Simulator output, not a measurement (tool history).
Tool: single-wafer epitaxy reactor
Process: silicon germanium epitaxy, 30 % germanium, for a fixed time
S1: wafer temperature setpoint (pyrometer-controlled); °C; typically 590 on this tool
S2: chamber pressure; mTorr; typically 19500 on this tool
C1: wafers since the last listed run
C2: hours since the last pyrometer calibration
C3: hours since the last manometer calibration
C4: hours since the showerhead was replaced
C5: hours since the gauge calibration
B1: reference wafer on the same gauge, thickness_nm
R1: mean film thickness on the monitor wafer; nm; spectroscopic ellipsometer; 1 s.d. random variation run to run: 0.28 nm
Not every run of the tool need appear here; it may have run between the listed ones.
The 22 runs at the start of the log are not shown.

| run | hour | S1 | S2 | C1 | C2 | C3 | C4 | C5 | B1 | R1 |
|---|---|---|---|---|---|---|---|---|---|---|
| 23 | 314.2 | 590 | 19500 | 238 | 73.7 | 99.8 | 148.1 | 287.9 | 61.897 | 51.81 |
| 24 | 329 | 578 | 17000 | 301 | 88.5 | 114.6 | 162.9 | 302.7 | 62.05 | 41.619 |
| 25 | 336.1 | 596 | 18200 | 144 | 95.6 | 121.7 | 170 | 309.8 | 62.151 | 55.835 |
| 26 | 344.8 | 581 | 19500 | 177 | 104.3 | 130.4 | 178.7 | 318.5 | 61.859 | 44.728 |
| 27 | 359.1 | 575 | 23800 | 291 | 118.6 | 144.7 | 193 | 332.8 | 61.841 | 42.237 |
| 28 | 370.5 | 590 | 19500 | 231 | 130 | 156.1 | 204.4 | 344.2 | 61.965 | 52.263 |
| 29 | 385.7 | 590 | 19500 | 309 | 145.2 | 171.3 | 219.6 | 359.4 | 62.052 | 51.298 |
| 30 | 394.4 | 583 | 17600 | 177 | 153.9 | 180 | 228.3 | 368.1 | 61.957 | 44.926 |
| 31 | 411.7 | 590 | 19500 | 352 | 171.2 | 197.3 | 245.6 | 385.4 | 61.984 | 51.518 |
| 32 | 425.8 | 603 | 23900 | 286 | 185.3 | 211.4 | 259.7 | 399.5 | 62.049 | 67.428 |
| 33 | 440.5 | 575 | 15500 | 299 | 200 | 226.1 | 274.4 | 414.2 | 62.092 | 38.165 |
| 34 | 453.3 | 590 | 22600 | 260 | 212.8 | 238.9 | 287.2 | 427 | 62.039 | 53.379 |

Consider 5 possible next runs. They are alternatives, not a sequence: every one starts from the tool as it was left by run 34. What does each give?
| A | 453.7 | 590 | 16000 | 8 | 213.2 | 239.3 | 287.6 | 427.4 | ? | ? |
| B | 453.7 | 605 | 21200 | 8 | 213.2 | 239.3 | 287.6 | 427.4 | ? | ? |
| C | 453.7 | 590 | 21200 | 8 | 213.2 | 239.3 | 287.6 | 427.4 | ? | ? |
| D | 453.7 | 578 | 16800 | 8 | 213.2 | 239.3 | 287.6 | 427.4 | ? | ? |
| E | 453.7 | 601 | 16200 | 8 | 213.2 | 239.3 | 287.6 | 427.4 | ? | ? |

| run | B1 | R1 |
|---|---|---|
| A | 62.002 | 49.235 |
| B | 62.002 | 67.03 |
| C | 62.002 | 52.396 |
| D | 62.002 | 40.618 |
| E | 62.002 | 59.177 |
Without the tool's hidden state the same runs would have given:
| run | R1 |
|---|---|
| A | 50.191 |
| B | 68.293 |
| C | 53.414 |
| D | 41.428 |
| E | 60.301 |

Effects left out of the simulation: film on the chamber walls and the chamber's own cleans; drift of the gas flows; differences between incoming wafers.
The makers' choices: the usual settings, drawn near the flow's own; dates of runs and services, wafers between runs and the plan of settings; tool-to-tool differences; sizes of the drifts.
